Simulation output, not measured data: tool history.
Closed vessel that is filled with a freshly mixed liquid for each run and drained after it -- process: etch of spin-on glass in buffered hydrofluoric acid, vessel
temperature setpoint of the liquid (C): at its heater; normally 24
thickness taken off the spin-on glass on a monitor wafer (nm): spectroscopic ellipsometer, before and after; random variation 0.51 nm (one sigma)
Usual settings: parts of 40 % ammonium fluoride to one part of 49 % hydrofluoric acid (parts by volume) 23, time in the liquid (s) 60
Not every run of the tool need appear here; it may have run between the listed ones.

run	day	temperature setpoint of the liquid (C)	parts of 40 % ammonium fluoride to one part of 49 % hydrofluoric acid (parts by volume)	time in the liquid (s)	read-back film thickness of the spin-on glass reference wafer, read on the same gauge (nm)	thickness taken off the spin-on glass on a monitor wafer (nm)
1	0	24	23	60	40.72	80.99
2	1.238	24	23	60	40.71	81.68
3	1.817	24	23	60	40.74	80.09
4	3.162	24	23	60	40.84	81.62
5	4.062	24	23	60	40.84	81.78
6	5.321	24	23	60	40.9	81.51
7	6.55	24	23	60	40.92	80.45
# day 7.175: thermometer replaced
8	7.833	24	23	60	40.97	81.63
# day 8.412: hydrofluoric acid flow meter replaced
9	8.433	24	23	60	40.98	80.65
10	9.571	24	23	60	41.04	82
11	10.212	24	23	60	41.06	80.95
# day 10.4: gauge calibrated
12	11.679	24	23	60	40.12	79.99
13	12.825	24	23	60	40.18	78.92
14	13.9	27	23	60	40.2	94.13
15	15.196	24	23	60	40.29	80.02
16	16.454	24	15.5	80	40.32	150.23
17	17.067	27.5	20.5	80	40.35	139.17
18	18.212	24	23	90	40.39	120.5
19	19.333	21.5	23	40	40.44	46.43
20	20.271	28	19.5	45	40.47	84.18
21	21.021	25.5	23	40	40.53	58.03
22	21.758	19.5	30	60	40.51	52.26
23	22.45	27.5	30	90	40.56	122.1
24	22.992	27.5	15	50	40.57	118.3

For each run, the measured value with the value that run would have given without the tool's hidden condition subtracted. The run-to-run variation is shared by both, the gauge scatter possibly not:
Hidden state present: liquid colder than its thermometer reads (K); hydrofluoric acid flow above the setpoint (%); gauge reads high (%).
run	thickness taken off the spin-on glass on a monitor wafer (nm)
1	+1.35
2	+1.46
3	+1.47
4	+1.61
5	+1.67
6	+1.76
7	+1.84
8	+1.96
9	+1.97
10	+2.09
11	+2.12
12	+0.29
13	+0.37
14	+0.54
15	+0.56
16	+1.23
17	+1.22
18	+1.19
19	+0.5
20	+0.99
21	+0.72
22	+0.69
23	+1.69
24	+1.7

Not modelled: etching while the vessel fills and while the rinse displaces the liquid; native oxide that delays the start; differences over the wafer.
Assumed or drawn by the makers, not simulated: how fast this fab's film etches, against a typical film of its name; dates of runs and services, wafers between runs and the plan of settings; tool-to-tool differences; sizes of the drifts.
